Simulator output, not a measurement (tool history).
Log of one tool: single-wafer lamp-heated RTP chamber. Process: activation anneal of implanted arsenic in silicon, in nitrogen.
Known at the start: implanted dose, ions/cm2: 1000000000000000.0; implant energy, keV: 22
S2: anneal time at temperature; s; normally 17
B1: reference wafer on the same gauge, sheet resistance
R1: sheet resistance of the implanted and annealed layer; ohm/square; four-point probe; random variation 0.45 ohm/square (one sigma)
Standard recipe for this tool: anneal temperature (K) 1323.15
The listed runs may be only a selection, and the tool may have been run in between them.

{"run": 1, "hour": 0.0, "anneal temperature (K)": 1323.15, "S2": 17, "B1": 97.94, "R1": 112.31}
{"run": 2, "hour": 70.7, "anneal temperature (K)": 1323.15, "S2": 17, "B1": 98.01, "R1": 112.22}
{"run": 3, "hour": 114.3, "anneal temperature (K)": 1323.15, "S2": 17, "B1": 97.97, "R1": 111.64}
{"hour": 159.5, "done": "pyrometer window cleaned and pyrometer calibrated"}
{"run": 4, "hour": 169.4, "anneal temperature (K)": 1323.15, "S2": 17, "B1": 97.98, "R1": 114.32}
{"run": 5, "hour": 235.7, "anneal temperature (K)": 1323.15, "S2": 17, "B1": 98.0, "R1": 114.78}
{"hour": 273.7, "done": "gauge calibrated"}
{"hour": 303.0, "done": "reflector plate cleaned"}
{"run": 6, "hour": 305.7, "anneal temperature (K)": 1323.15, "S2": 17, "B1": 98.07, "R1": 114.12}
{"run": 7, "hour": 373.7, "anneal temperature (K)": 1312.15, "S2": 17, "B1": 98.09, "R1": 115.73}
{"run": 8, "hour": 435.6, "anneal temperature (K)": 1309.15, "S2": 7, "B1": 97.98, "R1": 123.48}
{"run": 9, "hour": 504.8, "anneal temperature (K)": 1349.15, "S2": 12, "B1": 98.0, "R1": 111.9}
{"hour": 552.5, "done": "pyrometer window cleaned and pyrometer calibrated"}
{"run": 10, "hour": 553.0, "anneal temperature (K)": 1323.15, "S2": 17, "B1": 97.99, "R1": 113.85}
{"run": 11, "hour": 616.2, "anneal temperature (K)": 1323.15, "S2": 17, "B1": 98.0, "R1": 113.81}
{"run": 12, "hour": 647.4, "anneal temperature (K)": 1294.15, "S2": 8, "B1": 97.92, "R1": 126.34}
{"run": 13, "hour": 672.2, "anneal temperature (K)": 1323.15, "S2": 21, "B1": 97.92, "R1": 112.44}
{"run": 14, "hour": 714.5, "anneal temperature (K)": 1298.15, "S2": 17, "B1": 97.97, "R1": 118.34}

Predict each of these 4 candidate next runs independently; none follows another, all start after run 14:
{"run": "A", "hour": 714.9, "anneal temperature (K)": 1323.15, "S2": 17, "B1": "?", "R1": "?"}
{"run": "B", "hour": 714.9, "anneal temperature (K)": 1332.15, "S2": 17, "B1": "?", "R1": "?"}
{"run": "C", "hour": 714.9, "anneal temperature (K)": 1339.15, "S2": 14, "B1": "?", "R1": "?"}
{"run": "D", "hour": 714.9, "anneal temperature (K)": 1303.15, "S2": 13, "B1": "?", "R1": "?"}

run=A B1=98.01 R1=113.84
run=B B1=98.01 R1=112.17
run=C B1=98.01 R1=112.54
run=D B1=98.01 R1=119.96
Stripped of hidden state, with their random variation kept, the same runs would have yielded:
run=A R1=114.45
run=B R1=112.77
run=C R1=113.14
run=D R1=120.63
